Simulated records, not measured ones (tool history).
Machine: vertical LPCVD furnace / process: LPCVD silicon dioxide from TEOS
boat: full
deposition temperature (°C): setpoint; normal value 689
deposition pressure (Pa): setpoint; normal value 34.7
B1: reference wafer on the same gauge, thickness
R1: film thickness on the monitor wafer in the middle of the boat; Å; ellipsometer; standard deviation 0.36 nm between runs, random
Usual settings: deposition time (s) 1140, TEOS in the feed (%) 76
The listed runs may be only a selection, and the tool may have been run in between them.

{"run": 1, "hour": 0.0, "deposition temperature (°C)": 689, "deposition pressure (Pa)": 34.7, "deposition time (s)": 1140, "TEOS in the feed (%)": 76, "B1": 98.86, "R1": 1213.9}
{"run": 2, "hour": 48.7, "deposition temperature (°C)": 689, "deposition pressure (Pa)": 34.7, "deposition time (s)": 1140, "TEOS in the feed (%)": 76, "B1": 98.89, "R1": 1211.1}
{"run": 3, "hour": 258.2, "deposition temperature (°C)": 686, "deposition pressure (Pa)": 34.7, "deposition time (s)": 1140, "TEOS in the feed (%)": 76, "B1": 99.01, "R1": 1136.9}
{"run": 4, "hour": 289.1, "deposition temperature (°C)": 686, "deposition pressure (Pa)": 34.7, "deposition time (s)": 1140, "TEOS in the feed (%)": 76, "B1": 98.92, "R1": 1131.0}
{"run": 5, "hour": 314.3, "deposition temperature (°C)": 689, "deposition pressure (Pa)": 34.7, "deposition time (s)": 990, "TEOS in the feed (%)": 76, "B1": 98.92, "R1": 1053.1}
{"run": 6, "hour": 348.3, "deposition temperature (°C)": 689, "deposition pressure (Pa)": 34.7, "deposition time (s)": 1140, "TEOS in the feed (%)": 76, "B1": 99.02, "R1": 1208.9}
{"run": 7, "hour": 410.4, "deposition temperature (°C)": 689, "deposition pressure (Pa)": 34.7, "deposition time (s)": 1140, "TEOS in the feed (%)": 76, "B1": 98.97, "R1": 1224.5}
{"run": 8, "hour": 453.6, "deposition temperature (°C)": 689, "deposition pressure (Pa)": 34.7, "deposition time (s)": 1140, "TEOS in the feed (%)": 76, "B1": 98.95, "R1": 1217.3}
{"hour": 511.6, "done": "pressure gauge zeroed"}
{"run": 9, "hour": 606.7, "deposition temperature (°C)": 689, "deposition pressure (Pa)": 34.7, "deposition time (s)": 1140, "TEOS in the feed (%)": 71, "B1": 98.99, "R1": 1174.4}
{"hour": 687.2, "done": "gauge calibrated"}
{"hour": 790.0, "done": "thermocouples replaced and temperature profile calibrated"}
{"hour": 797.7, "done": "TEOS flow controller replaced"}
{"run": 10, "hour": 798.2, "deposition temperature (°C)": 689, "deposition pressure (Pa)": 34.7, "deposition time (s)": 1140, "TEOS in the feed (%)": 71, "B1": 99.03, "R1": 1129.8}
{"run": 11, "hour": 843.1, "deposition temperature (°C)": 689, "deposition pressure (Pa)": 34.7, "deposition time (s)": 1140, "TEOS in the feed (%)": 81, "B1": 99.0, "R1": 1218.2}
{"run": 12, "hour": 881.0, "deposition temperature (°C)": 689, "deposition pressure (Pa)": 34.7, "deposition time (s)": 1140, "TEOS in the feed (%)": 81, "B1": 99.16, "R1": 1219.6}
{"run": 13, "hour": 940.2, "deposition temperature (°C)": 689, "deposition pressure (Pa)": 34.7, "deposition time (s)": 1140, "TEOS in the feed (%)": 76, "B1": 99.0, "R1": 1177.9}
{"run": 14, "hour": 1008.2, "deposition temperature (°C)": 689, "deposition pressure (Pa)": 34.7, "deposition time (s)": 690, "TEOS in the feed (%)": 69, "B1": 98.95, "R1": 680.9}
{"run": 15, "hour": 1038.2, "deposition temperature (°C)": 689, "deposition pressure (Pa)": 34.7, "deposition time (s)": 1530, "TEOS in the feed (%)": 76, "B1": 99.06, "R1": 1583.1}
{"run": 16, "hour": 1152.4, "deposition temperature (°C)": 689, "deposition pressure (Pa)": 34.7, "deposition time (s)": 990, "TEOS in the feed (%)": 63, "B1": 99.01, "R1": 934.1}
{"run": 17, "hour": 1190.0, "deposition temperature (°C)": 689, "deposition pressure (Pa)": 34.7, "deposition time (s)": 1140, "TEOS in the feed (%)": 76, "B1": 98.97, "R1": 1183.0}
{"run": 18, "hour": 1277.2, "deposition temperature (°C)": 689, "deposition pressure (Pa)": 34.7, "deposition time (s)": 1140, "TEOS in the feed (%)": 76, "B1": 99.06, "R1": 1180.5}
{"run": 19, "hour": 1340.7, "deposition temperature (°C)": 697, "deposition pressure (Pa)": 26.7, "deposition time (s)": 1140, "TEOS in the feed (%)": 88, "B1": 98.91, "R1": 1355.3}
{"run": 20, "hour": 1399.3, "deposition temperature (°C)": 689, "deposition pressure (Pa)": 34.7, "deposition time (s)": 1140, "TEOS in the feed (%)": 76, "B1": 99.05, "R1": 1190.8}
{"run": 21, "hour": 1470.8, "deposition temperature (°C)": 689, "deposition pressure (Pa)": 34.7, "deposition time (s)": 1140, "TEOS in the feed (%)": 76, "B1": 98.93, "R1": 1191.1}
{"run": 22, "hour": 1510.8, "deposition temperature (°C)": 689, "deposition pressure (Pa)": 34.7, "deposition time (s)": 1140, "TEOS in the feed (%)": 76, "B1": 99.06, "R1": 1186.9}
{"run": 23, "hour": 1535.1, "deposition temperature (°C)": 679, "deposition pressure (Pa)": 26.7, "deposition time (s)": 960, "TEOS in the feed (%)": 91, "B1": 99.06, "R1": 763.2}
{"run": 24, "hour": 1569.6, "deposition temperature (°C)": 689, "deposition pressure (Pa)": 34.7, "deposition time (s)": 780, "TEOS in the feed (%)": 80, "B1": 99.07, "R1": 841.4}
{"run": 25, "hour": 1617.4, "deposition temperature (°C)": 689, "deposition pressure (Pa)": 28.7, "deposition time (s)": 1140, "TEOS in the feed (%)": 76, "B1": 99.06, "R1": 1094.8}
{"run": 26, "hour": 1657.9, "deposition temperature (°C)": 685, "deposition pressure (Pa)": 30.7, "deposition time (s)": 1140, "TEOS in the feed (%)": 76, "B1": 98.89, "R1": 1023.1}
{"run": 27, "hour": 1715.2, "deposition temperature (°C)": 683, "deposition pressure (Pa)": 34.7, "deposition time (s)": 1140, "TEOS in the feed (%)": 69, "B1": 98.93, "R1": 990.8}
{"run": 28, "hour": 1748.5, "deposition temperature (°C)": 689, "deposition pressure (Pa)": 34.7, "deposition time (s)": 1140, "TEOS in the feed (%)": 76, "B1": 98.93, "R1": 1187.8}
{"run": 29, "hour": 1834.2, "deposition temperature (°C)": 681, "deposition pressure (Pa)": 32.0, "deposition time (s)": 1140, "TEOS in the feed (%)": 89, "B1": 99.0, "R1": 1029.3}
{"run": 30, "hour": 1860.1, "deposition temperature (°C)": 689, "deposition pressure (Pa)": 34.7, "deposition time (s)": 1140, "TEOS in the feed (%)": 76, "B1": 98.8, "R1": 1200.1}
{"run": 31, "hour": 1918.3, "deposition temperature (°C)": 699, "deposition pressure (Pa)": 34.7, "deposition time (s)": 1140, "TEOS in the feed (%)": 87, "B1": 98.92, "R1": 1617.2}

The same runs without the tool's hidden state, with the same run-to-run variation:
Unlogged tool condition in this case: true tube temperature minus thermocouple reading, K; true pressure minus gauge reading, mTorr; deviation of the TEOS flow from its setpoint, %; gauge reads high (%).
run=1 R1=1166.7
run=2 R1=1163.9
run=3 R1=1091.8
run=4 R1=1086.1
run=5 R1=1011.5
run=6 R1=1161.0
run=7 R1=1175.9
run=8 R1=1168.9
run=9 R1=1127.4
run=10 R1=1122.0
run=11 R1=1208.5
run=12 R1=1208.7
run=13 R1=1165.6
run=14 R1=672.8
run=15 R1=1563.2
run=16 R1=920.0
run=17 R1=1164.3
run=18 R1=1159.8
run=19 R1=1330.4
run=20 R1=1167.3
run=21 R1=1166.2
run=22 R1=1161.3
run=23 R1=746.1
run=24 R1=822.4
run=25 R1=1069.3
run=26 R1=998.5
run=27 R1=966.1
run=28 R1=1157.9
run=29 R1=1001.8
run=30 R1=1168.1
run=31 R1=1573.9
